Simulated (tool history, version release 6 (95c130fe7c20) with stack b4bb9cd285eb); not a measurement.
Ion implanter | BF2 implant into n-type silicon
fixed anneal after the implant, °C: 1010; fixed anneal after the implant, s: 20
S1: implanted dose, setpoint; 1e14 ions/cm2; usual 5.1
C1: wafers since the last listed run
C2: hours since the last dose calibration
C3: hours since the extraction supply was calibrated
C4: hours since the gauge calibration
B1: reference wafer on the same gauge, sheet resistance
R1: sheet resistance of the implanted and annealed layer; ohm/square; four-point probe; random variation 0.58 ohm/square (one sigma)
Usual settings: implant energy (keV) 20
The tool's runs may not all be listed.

run 1 hour=0 | S1=5.1 implant_energy_(keV)=20 | C1=0 C2=1247.9 C3=4207.1 C4=44.4 | B1=248.06 | R1=266.68
run 2 hour=19.6 | S1=5.1 implant_energy_(keV)=22 | C1=416 C2=1267.5 C3=4226.7 C4=64 | B1=248.22 | R1=260.95
run 3 hour=104.6 | S1=5.1 implant_energy_(keV)=20 | C1=1805 C2=1352.5 C3=4311.7 C4=149 | B1=247.93 | R1=266.21
run 4 hour=128 | S1=5.1 implant_energy_(keV)=23.5 | C1=496 C2=1375.9 C3=4335.1 C4=172.4 | B1=247.81 | R1=257.19
run 5 hour=146.8 | S1=5.1 implant_energy_(keV)=23.5 | C1=399 C2=1394.7 C3=4353.9 C4=191.2 | B1=247.79 | R1=257.51
run 6 hour=168.1 | S1=6.08 implant_energy_(keV)=20 | C1=452 C2=1416 C3=4375.2 C4=212.5 | B1=247.91 | R1=238.49
run 7 hour=189.9 | S1=6.08 implant_energy_(keV)=20 | C1=462 C2=1437.8 C3=4397 C4=234.3 | B1=247.9 | R1=238.67
-- hour=217.7 Faraday cup replaced and dose calibrated
run 8 hour=222.2 | S1=5.91 implant_energy_(keV)=20 | C1=516 C2=4.5 C3=4429.3 C4=266.6 | B1=247.97 | R1=239.22
run 9 hour=244.8 | S1=5.91 implant_energy_(keV)=20 | C1=479 C2=27.1 C3=4451.9 C4=289.2 | B1=247.9 | R1=239.44

Forecast run 10:
run 10 hour=322.8 | S1=3.59 implant_energy_(keV)=26.5 | C1=1656 C2=105.1 C3=4529.9 C4=367.2 | B1=? | R1=?

{"run 10": {"B1": 248.15, "R1": 325.68}}
Without the tool's hidden state the same run would have given R1 343.08 ohm/square.

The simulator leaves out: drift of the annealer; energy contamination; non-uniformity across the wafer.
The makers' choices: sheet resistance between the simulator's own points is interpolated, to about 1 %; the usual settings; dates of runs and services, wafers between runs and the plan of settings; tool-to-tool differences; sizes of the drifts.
